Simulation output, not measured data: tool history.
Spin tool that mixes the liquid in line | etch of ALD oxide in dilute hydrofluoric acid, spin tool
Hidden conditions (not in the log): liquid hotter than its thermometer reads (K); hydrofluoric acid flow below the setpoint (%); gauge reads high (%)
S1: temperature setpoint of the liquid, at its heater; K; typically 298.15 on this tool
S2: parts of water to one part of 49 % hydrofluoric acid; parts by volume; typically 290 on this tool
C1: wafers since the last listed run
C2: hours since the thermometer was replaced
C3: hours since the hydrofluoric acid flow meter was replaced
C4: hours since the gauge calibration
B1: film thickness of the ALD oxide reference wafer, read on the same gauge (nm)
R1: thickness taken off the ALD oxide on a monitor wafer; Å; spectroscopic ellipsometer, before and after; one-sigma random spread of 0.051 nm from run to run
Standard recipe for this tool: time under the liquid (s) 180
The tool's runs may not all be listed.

run 1 hour=0.0 | S1=298.15 S2=355 time_under_the_liquid_(s)=180 | C1=0 C2=2842.1 C3=1235.2 C4=378.8 | B1=118.94 | R1=70.1
run 2 hour=33.9 | S1=298.15 S2=355 time_under_the_liquid_(s)=180 | C1=307 C2=2876.0 C3=1269.1 C4=412.7 | B1=118.73 | R1=70.3
run 3 hour=46.0 | S1=298.15 S2=290 time_under_the_liquid_(s)=180 | C1=109 C2=2888.1 C3=1281.2 C4=424.8 | B1=118.69 | R1=92.2
run 4 hour=74.4 | S1=298.15 S2=290 time_under_the_liquid_(s)=180 | C1=257 C2=2916.5 C3=1309.6 C4=453.2 | B1=118.55 | R1=91.9
run 5 hour=96.1 | S1=298.15 S2=290 time_under_the_liquid_(s)=180 | C1=196 C2=2938.2 C3=1331.3 C4=474.9 | B1=118.44 | R1=91.4
run 6 hour=113.4 | S1=298.15 S2=290 time_under_the_liquid_(s)=180 | C1=156 C2=2955.5 C3=1348.6 C4=492.2 | B1=118.27 | R1=91.2
run 7 hour=180.4 | S1=298.15 S2=290 time_under_the_liquid_(s)=180 | C1=607 C2=3022.5 C3=1415.6 C4=559.2 | B1=117.82 | R1=90.5
run 8 hour=216.2 | S1=298.15 S2=290 time_under_the_liquid_(s)=155 | C1=324 C2=3058.3 C3=1451.4 C4=595.0 | B1=117.58 | R1=77.7
-- hour=229.3 thermometer replaced
run 9 hour=250.5 | S1=298.15 S2=290 time_under_the_liquid_(s)=155 | C1=301 C2=21.2 C3=1485.7 C4=629.3 | B1=117.29 | R1=77.8
-- hour=261.4 gauge calibrated
run 10 hour=267.4 | S1=297.15 S2=380 time_under_the_liquid_(s)=180 | C1=153 C2=38.1 C3=1502.6 C4=6.0 | B1=120.12 | R1=62.6
run 11 hour=299.6 | S1=297.15 S2=380 time_under_the_liquid_(s)=180 | C1=291 C2=70.3 C3=1534.8 C4=38.2 | B1=120.12 | R1=62.8
run 12 hour=319.3 | S1=295.15 S2=290 time_under_the_liquid_(s)=180 | C1=178 C2=90.0 C3=1554.5 C4=57.9 | B1=120.12 | R1=82.8
run 13 hour=339.8 | S1=295.15 S2=290 time_under_the_liquid_(s)=180 | C1=185 C2=110.5 C3=1575.0 C4=78.4 | B1=120.15 | R1=83.5
run 14 hour=362.5 | S1=298.15 S2=210 time_under_the_liquid_(s)=215 | C1=205 C2=133.2 C3=1597.7 C4=101.1 | B1=120.09 | R1=165.1
run 15 hour=393.9 | S1=298.15 S2=290 time_under_the_liquid_(s)=180 | C1=284 C2=164.6 C3=1629.1 C4=132.5 | B1=120.00 | R1=92.6
run 16 hour=421.2 | S1=298.15 S2=290 time_under_the_liquid_(s)=95 | C1=247 C2=191.9 C3=1656.4 C4=159.8 | B1=119.97 | R1=48.7
-- hour=440.3 hydrofluoric acid flow meter replaced
run 17 hour=440.8 | S1=302.15 S2=155 time_under_the_liquid_(s)=270 | C1=168 C2=211.5 C3=0.5 C4=179.4 | B1=119.94 | R1=345.1
run 18 hour=461.2 | S1=298.15 S2=230 time_under_the_liquid_(s)=180 | C1=184 C2=231.9 C3=20.9 C4=199.8 | B1=119.87 | R1=123.9
run 19 hour=478.6 | S1=295.15 S2=290 time_under_the_liquid_(s)=180 | C1=157 C2=249.3 C3=38.3 C4=217.2 | B1=119.84 | R1=83.5
run 20 hour=490.9 | S1=293.15 S2=290 time_under_the_liquid_(s)=180 | C1=111 C2=261.6 C3=50.6 C4=229.5 | B1=119.81 | R1=77.4
run 21 hour=509.9 | S1=295.15 S2=290 time_under_the_liquid_(s)=180 | C1=172 C2=280.6 C3=69.6 C4=248.5 | B1=119.72 | R1=83.5
run 22 hour=538.4 | S1=295.15 S2=290 time_under_the_liquid_(s)=180 | C1=258 C2=309.1 C3=98.1 C4=277.0 | B1=119.64 | R1=83.0
run 23 hour=565.5 | S1=298.15 S2=330 time_under_the_liquid_(s)=180 | C1=245 C2=336.2 C3=125.2 C4=304.1 | B1=119.54 | R1=78.1
run 24 hour=597.1 | S1=298.15 S2=365 time_under_the_liquid_(s)=90 | C1=286 C2=367.8 C3=156.8 C4=335.7 | B1=119.45 | R1=34.1
run 25 hour=615.7 | S1=295.15 S2=290 time_under_the_liquid_(s)=115 | C1=168 C2=386.4 C3=175.4 C4=354.3 | B1=119.35 | R1=52.6
run 26 hour=637.1 | S1=298.15 S2=405 time_under_the_liquid_(s)=180 | C1=194 C2=407.8 C3=196.8 C4=375.7 | B1=119.26 | R1=59.0
run 27 hour=671.1 | S1=298.15 S2=290 time_under_the_liquid_(s)=180 | C1=308 C2=441.8 C3=230.8 C4=409.7 | B1=119.04 | R1=91.5
run 28 hour=695.0 | S1=298.15 S2=210 time_under_the_liquid_(s)=215 | C1=216 C2=465.7 C3=254.7 C4=433.6 | B1=118.92 | R1=164.5

Below are 3 alternative next runs, each starting from the tool's condition after run 28. Predict each:
run A hour=695.5 | S1=298.15 S2=195 time_under_the_liquid_(s)=180 | C1=4 C2=466.2 C3=255.2 C4=434.1 | B1=? | R1=?
run B hour=695.5 | S1=295.15 S2=165 time_under_the_liquid_(s)=105 | C1=4 C2=466.2 C3=255.2 C4=434.1 | B1=? | R1=?
run C hour=695.5 | S1=298.15 S2=385 time_under_the_liquid_(s)=95 | C1=4 C2=466.2 C3=255.2 C4=434.1 | B1=? | R1=?

run=A B1=118.92 R1=150.3
run=B B1=118.92 R1=95.6
run=C B1=118.92 R1=33.2
Stripped of hidden state, with their random variation kept, the same runs would have yielded:
run=A R1=151.6
run=B R1=96.5
run=C R1=33.5
